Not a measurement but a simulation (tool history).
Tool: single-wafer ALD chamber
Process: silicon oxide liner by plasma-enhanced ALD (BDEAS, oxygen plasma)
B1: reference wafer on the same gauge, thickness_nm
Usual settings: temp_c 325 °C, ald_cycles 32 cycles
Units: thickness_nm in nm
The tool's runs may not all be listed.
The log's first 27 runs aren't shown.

{"run": 28, "hour": 2160.4, "temp_c": 331, "ald_cycles": 36, "B1": 2.563, "thickness_nm": 3.197}
{"run": 29, "hour": 2242.1, "temp_c": 325, "ald_cycles": 32, "B1": 2.559, "thickness_nm": 2.88}
{"run": 30, "hour": 2355.2, "temp_c": 325, "ald_cycles": 38, "B1": 2.56, "thickness_nm": 3.395}
{"run": 31, "hour": 2394.3, "temp_c": 321, "ald_cycles": 26, "B1": 2.56, "thickness_nm": 2.342}
{"run": 32, "hour": 2494.4, "temp_c": 334, "ald_cycles": 32, "B1": 2.559, "thickness_nm": 2.829}
{"run": 33, "hour": 2544.3, "temp_c": 325, "ald_cycles": 32, "B1": 2.559, "thickness_nm": 2.863}
{"run": 34, "hour": 2617.6, "temp_c": 321, "ald_cycles": 30, "B1": 2.56, "thickness_nm": 2.707}
{"run": 35, "hour": 2672.9, "temp_c": 314, "ald_cycles": 37, "B1": 2.559, "thickness_nm": 3.365}
{"hour": 2695.2, "done": "thermocouple changed; heater temperature recalibrated"}
{"run": 36, "hour": 2712.0, "temp_c": 325, "ald_cycles": 29, "B1": 2.561, "thickness_nm": 2.599}
{"run": 37, "hour": 2796.1, "temp_c": 325, "ald_cycles": 32, "B1": 2.559, "thickness_nm": 2.883}
{"run": 38, "hour": 2834.6, "temp_c": 325, "ald_cycles": 32, "B1": 2.561, "thickness_nm": 2.886}
{"run": 39, "hour": 2876.1, "temp_c": 337, "ald_cycles": 34, "B1": 2.563, "thickness_nm": 3.01}
{"run": 40, "hour": 2970.3, "temp_c": 320, "ald_cycles": 34, "B1": 2.561, "thickness_nm": 3.089}
{"run": 41, "hour": 3020.8, "temp_c": 325, "ald_cycles": 32, "B1": 2.56, "thickness_nm": 2.877}
{"run": 42, "hour": 3101.6, "temp_c": 335, "ald_cycles": 32, "B1": 2.56, "thickness_nm": 2.835}
{"run": 43, "hour": 3204.9, "temp_c": 339, "ald_cycles": 37, "B1": 2.56, "thickness_nm": 3.252}
{"run": 44, "hour": 3302.5, "temp_c": 335, "ald_cycles": 35, "B1": 2.56, "thickness_nm": 3.084}
{"hour": 3325.8, "done": "gauge calibrated"}
{"run": 45, "hour": 3400.7, "temp_c": 325, "ald_cycles": 32, "B1": 2.561, "thickness_nm": 2.881}
{"run": 46, "hour": 3506.6, "temp_c": 321, "ald_cycles": 37, "B1": 2.561, "thickness_nm": 3.328}
{"hour": 3602.1, "done": "thermocouple changed; heater temperature recalibrated"}
{"run": 47, "hour": 3608.9, "temp_c": 312, "ald_cycles": 32, "B1": 2.561, "thickness_nm": 2.949}

3 ways to go on from here, each from the tool as it stands after run 47. What would each give?
{"run": "A", "hour": 3609.3, "temp_c": 314, "ald_cycles": 32, "B1": "?", "thickness_nm": "?"}
{"run": "B", "hour": 3609.3, "temp_c": 318, "ald_cycles": 38, "B1": "?", "thickness_nm": "?"}
{"run": "C", "hour": 3609.3, "temp_c": 313, "ald_cycles": 35, "B1": "?", "thickness_nm": "?"}

run=A B1=2.558 thickness_nm=2.927
run=B B1=2.558 thickness_nm=3.453
run=C B1=2.558 thickness_nm=3.207
Without the tool's hidden state the same runs would have given:
run=A thickness_nm=2.925
run=B thickness_nm=3.451
run=C thickness_nm=3.204

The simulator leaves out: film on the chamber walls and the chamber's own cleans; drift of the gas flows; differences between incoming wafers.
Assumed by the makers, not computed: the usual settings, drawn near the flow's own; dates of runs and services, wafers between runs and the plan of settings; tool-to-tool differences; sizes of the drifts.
